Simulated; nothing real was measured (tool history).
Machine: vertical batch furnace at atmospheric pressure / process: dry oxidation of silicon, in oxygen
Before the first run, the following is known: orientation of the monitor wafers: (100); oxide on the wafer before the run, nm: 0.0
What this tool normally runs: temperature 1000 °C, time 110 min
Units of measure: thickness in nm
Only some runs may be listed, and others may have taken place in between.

run   hour  temperature   time  wafers since the last listed run  hours since the last temperature calibration  hours since the boat lift was adjusted  hours since the gauge calibration  read-back reference wafer on the same gauge, thickness  thickness
  1      0          985    110                                 0                                        4603.6                                  4407.5                              228.4                                                   63.44      55.65
  2   28.7         1000     81                               246                                        4632.3                                  4436.2                              257.1                                                   63.46       51.5
  3   55.3         1000     81                               228                                        4658.9                                  4462.8                              283.7                                                   63.41      51.89
  4   76.4         1000     81                               181                                          4680                                  4483.9                              304.8                                                   63.35      51.33
  5  103.7         1000    110                               234                                        4707.3                                  4511.2                              332.1                                                   63.32      63.97
  6  140.4         1000    110                               315                                          4744                                  4547.9                              368.8                                                   63.41      64.49
  7  175.9         1000    110                               305                                        4779.5                                  4583.4                              404.3                                                   63.49      63.92
  8    203         1017   79.5                               233                                        4806.6                                  4610.5                              431.4                                                   63.38       60.6
  9  230.3         1000    110                               234                                        4833.9                                  4637.8                              458.7                                                   63.47      63.58
 10  249.7         1000    110                               166                                        4853.3                                  4657.2                              478.1                                                   63.35      63.45
 11  279.5         1007    110                               256                                        4883.1                                    4687                              507.9                                                   63.49      68.04
 12  311.8         1007    110                               277                                        4915.4                                  4719.3                              540.2                                                   63.44      67.83
     344.8  -- gauge calibrated
     355.5  -- thermocouples replaced and temperature profile calibrated
 13    356         1000    110                               173                                           0.5                                  4763.5                               11.2                                                   63.44      63.89
 14  367.2         1000    110                                96                                          11.7                                  4774.7                               22.4                                                   63.32      63.77
 15  400.5         1000    110                               286                                            45                                    4808                               55.7                                                   63.46      63.76
 16  434.5         1015     75                               292                                            79                                    4842                               89.7                                                   63.42      56.67
 17  452.2         1000  151.5                               152                                          96.7                                  4859.7                              107.4                                                   63.36      79.51
 18  470.5         1000    110                               157                                           115                                    4878                              125.7                                                   63.29      63.56
     549.9  -- boat lift adjusted
 19  550.4         1000    110                               480                                         194.9                                     0.5                              205.6                                                   63.31      64.05
 20  555.4          983   66.5                                42                                         199.9                                     5.5                              210.6                                                   63.44      38.38
 21  590.6         1000    156                               302                                         235.1                                    40.7                              245.8                                                   63.33      81.54
 22  607.6          985    110                               146                                         252.1                                    57.7                              262.8                                                   63.26      55.11
 23    635          988   82.5                               235                                         279.5                                    85.1                              290.2                                                   63.46      46.66
 24    670         1013  158.5                               300                                         314.5                                   120.1                              325.2                                                   63.38         92
 25    684         1020    140                               120                                         328.5                                   134.1                              339.2                                                   63.41      91.18
 26  718.9         1019    136                               300                                         363.4                                     169                              374.1                                                   63.32      87.77
 27  739.1         1017   91.5                               173                                         383.6                                   189.2                              394.3                                                    63.5      66.83
 28  755.6         1010   83.5                               141                                         400.1                                   205.7                              410.8                                                   63.36      58.29
 29    782         1000    110                               226                                         426.5                                   232.1                              437.2                                                   63.38      63.71
 30  804.4         1000  129.5                               192                                         448.9                                   254.5                              459.6                                                   63.25       71.3
 31  833.8          986     70                               252                                         478.3                                   283.9                                489                                                   63.42      40.78
 32    864          980  139.5                               259                                         508.5                                   314.1                              519.2                                                   63.36      62.22
 33  882.8         1018   79.5                               161                                         527.3                                   332.9                                538                                                   63.33      60.77
 34    897         1000     62                               122                                         541.5                                   347.1                              552.2                                                   63.43       43.3
 35  915.5         1020     76                               159                                           560                                   365.6                              570.7                                                   63.36      60.35
 36  931.7         1024   94.5                               139                                         576.2                                   381.8                              586.9                                                   63.42      71.91
     932.9  -- gauge calibrated
 37  964.2         1000  129.5                               279                                         608.7                                   414.3                               31.3                                                   63.41      71.74
 38   1062         1000     72                               840                                         706.5                                   512.1                              129.1                                                    63.4      48.53

What if the next run were any one of these 5? Each begins from the tool's condition after run 38:
  A  1067.1         1000    110                                43                                         711.6                                   517.2                              134.2                                                       ?          ?
  B  1067.1         1024  150.5                                43                                         711.6                                   517.2                              134.2                                                       ?          ?
  C  1067.1          981   64.5                                43                                         711.6                                   517.2                              134.2                                                       ?          ?
  D  1067.1          993    150                                43                                         711.6                                   517.2                              134.2                                                       ?          ?
  E  1067.1         1000  137.5                                43                                         711.6                                   517.2                              134.2                                                       ?          ?

run  read-back reference wafer on the same gauge, thickness  thickness
  A                                                   63.39      64.14
  B                                                   63.39      98.96
  C                                                   63.39      37.29
  D                                                   63.39      74.32
  E                                                   63.39       74.8
With the hidden condition removed and each run's random variation left untouched, the same runs would have given:
run  thickness
  A      64.14
  B      98.96
  C      37.29
  D      74.32
  E       74.8
